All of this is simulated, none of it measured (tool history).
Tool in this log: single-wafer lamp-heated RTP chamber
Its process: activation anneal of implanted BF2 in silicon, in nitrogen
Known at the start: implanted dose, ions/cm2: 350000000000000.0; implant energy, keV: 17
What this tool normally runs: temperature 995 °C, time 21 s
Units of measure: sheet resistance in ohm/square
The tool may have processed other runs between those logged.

| run | hour | temperature | time | read-back reference wafer on the same gauge, sheet resistance | sheet resistance |
|---|---|---|---|---|---|
| 1 | 0 | 1017 | 21 | 354.01 | 357.53 |
| 2 | 37.5 | 1017 | 21 | 354.2 | 357.56 |
| 3 | 94.8 | 995 | 21 | 354.83 | 363.48 |
| 4 | 162.4 | 973 | 14 | 354.91 | 383.57 |
| 5 | 187.1 | 973 | 14 | 355.64 | 383.91 |
| 6 | 234.4 | 995 | 21 | 355.79 | 364.03 |
|  | 263.1 | pyrometer window cleaned and pyrometer calibrated |
| 7 | 294.6 | 995 | 21 | 356.12 | 364.93 |
| 8 | 415.6 | 995 | 21 | 357 | 364.55 |
| 9 | 453.3 | 1013 | 21 | 357.16 | 361 |
| 10 | 514.4 | 995 | 21 | 357.62 | 364.1 |
| 11 | 543.9 | 1017 | 31 | 357.81 | 356.58 |
| 12 | 597.8 | 995 | 21 | 358.39 | 366.43 |
|  | 641.4 | reflector plate cleaned |
| 13 | 716 | 981 | 12 | 359.01 | 379.93 |
| 14 | 787.9 | 1011 | 21 | 359.96 | 363.54 |
|  | 815.3 | gauge calibrated |
| 15 | 829.2 | 995 | 18 | 348.31 | 357.1 |
|  | 842.1 | pyrometer window cleaned and pyrometer calibrated |
| 16 | 854.2 | 985 | 21 | 348.41 | 361.65 |
| 17 | 925.6 | 1010 | 21 | 348.87 | 352.45 |
| 18 | 988.9 | 969 | 28 | 349.43 | 371.47 |
| 19 | 1017.6 | 970 | 21 | 349.79 | 376.33 |
| 20 | 1044.3 | 970 | 12 | 349.76 | 384.42 |
| 21 | 1080.7 | 1008 | 30 | 350.17 | 352.11 |
| 22 | 1108 | 1005 | 14 | 350.39 | 359.27 |
| 23 | 1169.8 | 968 | 15 | 351.06 | 386.86 |
| 24 | 1195.2 | 967 | 21 | 350.75 | 380.79 |
| 25 | 1260.4 | 995 | 28 | 351.75 | 357.76 |
| 26 | 1326.7 | 983 | 13 | 352.1 | 370.25 |
| 27 | 1384.3 | 975 | 33 | 352.53 | 369.13 |
|  | 1394.1 | pyrometer window cleaned and pyrometer calibrated |
| 28 | 1424.7 | 1018 | 30 | 352.78 | 353.31 |
| 29 | 1450.6 | 995 | 21 | 352.74 | 362.44 |
| 30 | 1510.1 | 1017 | 21 | 353.52 | 355.55 |
| 31 | 1557.4 | 1009 | 31 | 353.74 | 354.32 |
| 32 | 1692.2 | 995 | 21 | 354.64 | 364.17 |
| 33 | 1762.1 | 995 | 25 | 355.57 | 362.4 |

Pick out some run-to-run changes in sheet resistance. Of each, how much would a tool without hidden state show as well, from the settings, what came in and chance, and how much is left for the hidden state and any gauge scatter not in both results compared?
What the log doesn't record here: true wafer temperature minus pyrometer reading, K; wafer temperature error from the tarnished reflector plate, K; gauge reads high (%).
Run 12 -> 13: temperature 995 -> 981, time 21 -> 12, reflector plate cleaned. sheet resistance +13.5 ohm/square: hidden state +1.21, all else +12.29.
Run 14 -> 15: temperature 1011 -> 995, time 21 -> 18, gauge calibrated. sheet resistance -6.44 ohm/square: hidden state -11.58, all else +5.14.
Run 20 -> 21: temperature 970 -> 1008, time 12 -> 30. sheet resistance -32.31 ohm/square: hidden state +0.27, all else -32.58.
Run 22 -> 23: temperature 1005 -> 968, time 14 -> 15. sheet resistance +27.59 ohm/square: hidden state +0.52, all else +27.07.
Run 24 -> 25: temperature 967 -> 995, time 21 -> 28. sheet resistance -23.03 ohm/square: hidden state +0.42, all else -23.45.
Run 31 -> 32: temperature 1009 -> 995, time 31 -> 21. sheet resistance +9.85 ohm/square: hidden state +1.1, all else +8.75.
